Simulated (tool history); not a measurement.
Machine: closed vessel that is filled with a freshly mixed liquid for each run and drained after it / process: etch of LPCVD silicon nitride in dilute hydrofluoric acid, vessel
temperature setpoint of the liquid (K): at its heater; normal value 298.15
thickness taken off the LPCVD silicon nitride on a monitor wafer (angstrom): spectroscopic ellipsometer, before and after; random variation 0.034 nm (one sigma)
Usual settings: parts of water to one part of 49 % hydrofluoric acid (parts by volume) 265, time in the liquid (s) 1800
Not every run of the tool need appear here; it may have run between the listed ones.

run     day  temperature setpoint of the liquid (K)  parts of water to one part of 49 % hydrofluoric acid (parts by volume)  time in the liquid (s)  read-back film thickness of the LPCVD silicon nitride reference wafer, read on the same gauge (nm)  thickness taken off the LPCVD silicon nitride on a monitor wafer (angstrom)
  1       0                                  298.15                                                                     265                    1800                                                                                             110.001                                                                        39.16
  2   0.871                                  298.15                                                                     265                    1800                                                                                             110.007                                                                        37.87
  3   1.433                                  298.15                                                                     265                    1800                                                                                             110.008                                                                        38.31
  4   2.421                                  298.15                                                                     265                    1800                                                                                             110.031                                                                        39.09
  5   3.875                                  298.15                                                                     195                    1800                                                                                             110.008                                                                        51.86
  6   4.638                                  298.15                                                                     195                    1800                                                                                             109.982                                                                        52.33
  7   5.958                                  298.15                                                                     195                    1800                                                                                             109.987                                                                        52.02
  8   6.488                                  298.15                                                                     265                    1800                                                                                             109.996                                                                        38.93
  9   9.871                                  298.15                                                                     265                    1800                                                                                             109.989                                                                         38.3
 10  10.442                                  298.15                                                                     265                    1800                                                                                             110.013                                                                        37.74
 11  11.412                                  298.15                                                                     265                    1800                                                                                             110.013                                                                        38.17
 12  12.717                                  298.15                                                                     265                    1800                                                                                             109.989                                                                         38.1
 13  13.521                                  298.15                                                                     265                    1800                                                                                             109.998                                                                        38.31
 14  14.488                                  298.15                                                                     265                    1800                                                                                             110.016                                                                         38.4
 15  15.975                                  295.65                                                                     265                    1395                                                                                             109.989                                                                        24.89
     16.167  -- gauge calibrated
 16  17.158                                  298.15                                                                     155                    1495                                                                                             109.985                                                                        53.56
     18.438  -- thermometer replaced
 17   18.65                                  298.15                                                                     265                    1800                                                                                             109.987                                                                        40.88
 18  19.179                                  293.15                                                                     140                    1800                                                                                             110.003                                                                        55.86
 19  19.883                                  295.65                                                                     300                    1445                                                                                             110.013                                                                        24.89
 20  20.546                                  298.15                                                                     265                    1800                                                                                             110.003                                                                        40.38
     21.438  -- hydrofluoric acid flow meter replaced
 21  21.842                                  302.15                                                                     205                    1800                                                                                             110.009                                                                        59.87
 22  23.258                                  298.15                                                                     265                    1090                                                                                             110.028                                                                        22.05
 23  23.979                                  293.15                                                                     185                    1800                                                                                             110.008                                                                        37.37
 24  24.933                                  295.15                                                                     265                    2215                                                                                             110.012                                                                        37.46
 25   25.75                                  298.15                                                                     265                    2130                                                                                             109.997                                                                        42.68
 26  26.446                                  296.65                                                                     305                    1800                                                                                             110.004                                                                        28.83
 27  27.088                                  294.15                                                                     265                    1800                                                                                             110.014                                                                        28.58
 28  27.862                                  298.15                                                                     265                    1800                                                                                             109.978                                                                         35.9
 29   31.25                                  298.15                                                                     265                    1800                                                                                             110.031                                                                        36.24
 30  31.908                                  298.15                                                                     265                    1800                                                                                             109.985                                                                        36.83
 31  33.254                                  303.15                                                                     265                    1800                                                                                              110.03                                                                        49.11
 32  34.525                                  298.15                                                                     265                    1800                                                                                              110.01                                                                         35.9

Pick out some run-to-run changes in thickness taken off the LPCVD silicon nitride on a monitor wafer (angstrom). Of each, how much would a tool without hidden state show as well, from the settings, what came in and chance, and how much is left for the hidden state and any gauge scatter not in both results compared?
The hidden state here: liquid colder than its thermometer reads (K); hydrofluoric acid flow above the setpoint (%); gauge reads high (%).
Run 15 -> 16: temperature setpoint of the liquid (K) 295.65 -> 298.15, parts of water to one part of 49 % hydrofluoric acid (parts by volume) 265 -> 155, time in the liquid (s) 1395 -> 1495, gauge calibrated. thickness taken off the LPCVD silicon nitride on a monitor wafer (angstrom) +28.67: hidden state +0.7, all else +27.97.
Run 16 -> 17: parts of water to one part of 49 % hydrofluoric acid (parts by volume) 155 -> 265, time in the liquid (s) 1495 -> 1800, thermometer replaced. thickness taken off the LPCVD silicon nitride on a monitor wafer (angstrom) -12.68: hidden state +2.46, all else -15.14.
Run 18 -> 19: temperature setpoint of the liquid (K) 293.15 -> 295.65, parts of water to one part of 49 % hydrofluoric acid (parts by volume) 140 -> 300, time in the liquid (s) 1800 -> 1445. thickness taken off the LPCVD silicon nitride on a monitor wafer (angstrom) -30.97: hidden state -2.77, all else -28.2.
Run 20 -> 21: temperature setpoint of the liquid (K) 298.15 -> 302.15, parts of water to one part of 49 % hydrofluoric acid (parts by volume) 265 -> 205, hydrofluoric acid flow meter replaced. thickness taken off the LPCVD silicon nitride on a monitor wafer (angstrom) +19.49: hidden state -4.36, all else +23.85.
Run 21 -> 22: temperature setpoint of the liquid (K) 302.15 -> 298.15, parts of water to one part of 49 % hydrofluoric acid (parts by volume) 205 -> 265, time in the liquid (s) 1800 -> 1090. thickness taken off the LPCVD silicon nitride on a monitor wafer (angstrom) -37.82: hidden state +0.37, all else -38.19.

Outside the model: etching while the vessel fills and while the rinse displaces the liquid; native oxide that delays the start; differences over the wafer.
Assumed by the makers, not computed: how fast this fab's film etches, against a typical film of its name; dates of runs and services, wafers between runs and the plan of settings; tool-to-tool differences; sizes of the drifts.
